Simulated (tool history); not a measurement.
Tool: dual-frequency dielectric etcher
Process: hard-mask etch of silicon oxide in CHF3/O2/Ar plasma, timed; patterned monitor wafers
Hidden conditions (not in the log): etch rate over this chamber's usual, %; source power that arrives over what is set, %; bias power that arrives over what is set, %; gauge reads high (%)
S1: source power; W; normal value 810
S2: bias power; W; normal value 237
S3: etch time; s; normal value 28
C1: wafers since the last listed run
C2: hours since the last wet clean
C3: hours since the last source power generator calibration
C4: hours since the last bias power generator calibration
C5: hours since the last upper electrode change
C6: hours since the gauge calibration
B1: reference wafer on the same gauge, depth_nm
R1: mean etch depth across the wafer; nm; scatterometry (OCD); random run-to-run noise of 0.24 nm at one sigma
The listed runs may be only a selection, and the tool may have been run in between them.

run	hour	S1	S2	S3	C1	C2	C3	C4	C5	C6	B1	R1
1	0	810	237	28	0	412.6	1825.8	4491.6	2564.8	359.5	62.3	74.4
2	25.8	810	237	28	267	438.4	1851.6	4517.4	2590.6	385.3	62.4	74.3
3	59.9	810	237	28	353	472.5	1885.7	4551.5	2624.7	419.4	62.3	74.5
4	90	810	237	28	312	502.6	1915.8	4581.6	2654.8	449.5	62.5	74.5
5	104.3	810	237	28	148	516.9	1930.1	4595.9	2669.1	463.8	62.6	75
6	127.9	810	237	32.5	244	540.5	1953.7	4619.5	2692.7	487.4	62.7	86.7
# hour 171.9: wet clean of the chamber
7	172.4	810	237	32.5	212	0.5	1998.2	4664	2737.2	531.9	62.8	87.1
8	182.3	810	200	28	102	10.4	2008.1	4673.9	2747.1	541.8	62.9	69
# hour 215.8: gauge calibrated
9	222.7	810	237	28	419	50.8	2048.5	4714.3	2787.5	6.9	61.6	73.8
10	244.9	760	237	24.5	230	73	2070.7	4736.5	2809.7	29.1	61.6	63
# hour 256.5: bias power generator calibrated
11	271.5	700	198	22	234	99.6	2097.3	15	2836.3	55.7	61.6	50.2
12	293	740	237	21.5	223	121.1	2118.8	36.5	2857.8	77.2	61.7	54.8
13	309.1	940	237	28	167	137.2	2134.9	52.6	2873.9	93.3	61.6	77.7
14	333.1	980	182	32.5	249	161.2	2158.9	76.6	2897.9	117.3	61.6	79.7
15	354.4	810	268	32.5	221	182.5	2180.2	97.9	2919.2	138.6	61.7	91.4
16	384.3	810	237	34	310	212.4	2210.1	127.8	2949.1	168.5	61.7	89.9
17	411.4	810	237	28	281	239.5	2237.2	154.9	2976.2	195.6	61.7	73.6
18	446.5	810	237	28	364	274.6	2272.3	190	3011.3	230.7	61.8	73.7

Run 19 is up next; what results do you expect?
19	474.1	810	220	28	286	302.2	2299.9	217.6	3038.9	258.3	?	?

{"run 19": {"B1": 61.8, "R1": 71.1}}
Minus the tool's unlogged condition, the same run would have read R1 70.8 nm.
